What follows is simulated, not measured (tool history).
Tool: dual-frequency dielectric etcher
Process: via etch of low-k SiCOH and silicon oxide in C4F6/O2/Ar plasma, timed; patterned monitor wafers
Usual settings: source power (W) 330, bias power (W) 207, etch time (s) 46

run	hour	source power (W)	bias power (W)	etch time (s)	read-back reference wafer on the same gauge, depth_nm	mean etch depth across the wafer (nm)
1	0	330	207	46	92.9	94.9
# hour 1.4: gauge calibrated
2	10.3	330	207	46	92.9	94.3
3	19.1	330	207	46	92.9	94.6
4	29.5	330	227	38	92.9	80.8
5	39.9	330	207	46	92.9	94.6
6	54.8	330	207	46	92.8	94.3
# hour 83.3: wet clean of the chamber
7	83.8	330	207	46	92.9	96.1
8	84.1	330	207	46	92.9	96.3
9	96.2	310	207	46	92.9	93.9
# hour 106.4: source power generator calibrated
10	109.1	360	207	54	92.9	116.6
# hour 141: bias power generator calibrated
# hour 142.9: upper electrode replaced
11	143.4	260	165	49.5	92.9	86.6
12	143.7	280	248	46	92.9	96.6
# hour 145.6: gauge calibrated
13	155	410	207	58.5	92.9	132.4
14	162.5	260	207	33	93	62.9
15	172	330	207	46	92.9	96

The next listed run, before its measurement:
16	180	410	227	38	?	?

Run 16 gave read-back reference wafer on the same gauge, depth_nm 92.9, mean etch depth across the wafer (nm) 89.3.
Without the tool's hidden state the same run would have given mean etch depth across the wafer (nm) 90.1.

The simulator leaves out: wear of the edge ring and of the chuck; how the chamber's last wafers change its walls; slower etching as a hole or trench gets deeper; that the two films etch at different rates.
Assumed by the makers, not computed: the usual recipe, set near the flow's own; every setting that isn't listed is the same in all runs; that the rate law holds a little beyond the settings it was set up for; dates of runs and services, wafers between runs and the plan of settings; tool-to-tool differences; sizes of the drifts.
